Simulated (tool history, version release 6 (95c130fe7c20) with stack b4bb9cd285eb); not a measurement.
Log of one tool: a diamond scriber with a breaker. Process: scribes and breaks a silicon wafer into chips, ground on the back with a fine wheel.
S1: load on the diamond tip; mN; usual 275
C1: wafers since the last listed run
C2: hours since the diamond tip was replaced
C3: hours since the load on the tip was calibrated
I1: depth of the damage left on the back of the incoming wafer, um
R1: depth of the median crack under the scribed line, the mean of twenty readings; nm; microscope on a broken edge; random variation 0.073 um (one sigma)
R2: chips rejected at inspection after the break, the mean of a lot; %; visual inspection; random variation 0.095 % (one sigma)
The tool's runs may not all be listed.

run	hour	S1	C1	C2	C3	I1	R1	R2
1	0	245	0	807.3	985.6	1.98	7510	3.22
2	39.1	245	177	846.4	1024.7	2.55	7440	4.85
# hour 54.7: diamond tip replaced by a new one
3	110.9	233	316	56.2	1096.5	2.99	7100	8.28
4	169.6	233	265	114.9	1155.2	1.6	7030	3.51
5	314.6	304	656	259.9	1300.2	2.74	8420	3.47
6	368.8	325	245	314.1	1354.4	2.26	8710	2.13
7	424	325	249	369.3	1409.6	2.93	8740	3.72
8	631.8	325	941	577.1	1617.4	2.52	8570	2.56
9	680.6	296	220	625.9	1666.2	2.89	8230	4.07
10	744.7	219	290	690	1730.3	2.69	6600	10.43
11	816.6	275	325	761.9	1802.2	1.54	7500	1.97
12	843.4	326	121	788.7	1829	2.4	8550	2.51
# hour 860.8: diamond tip replaced by a new one
# hour 890.8: load on the tip recalibrated
13	900.8	275	241	40	10	2.15	8470	1.86
14	936.3	233	160	75.5	45.5	2.1	7600	3.24
15	972.3	346	163	111.5	81.5	1.59	9760	3.16

The next listed run, before its measurement:
16	1039	204	302	178.2	148.2	2.3	?	?

R1: 7030 nm
R2: 6.45 %
Without the tool's hidden state the same run would have given R1 6980 nm, R2 6.74 %.

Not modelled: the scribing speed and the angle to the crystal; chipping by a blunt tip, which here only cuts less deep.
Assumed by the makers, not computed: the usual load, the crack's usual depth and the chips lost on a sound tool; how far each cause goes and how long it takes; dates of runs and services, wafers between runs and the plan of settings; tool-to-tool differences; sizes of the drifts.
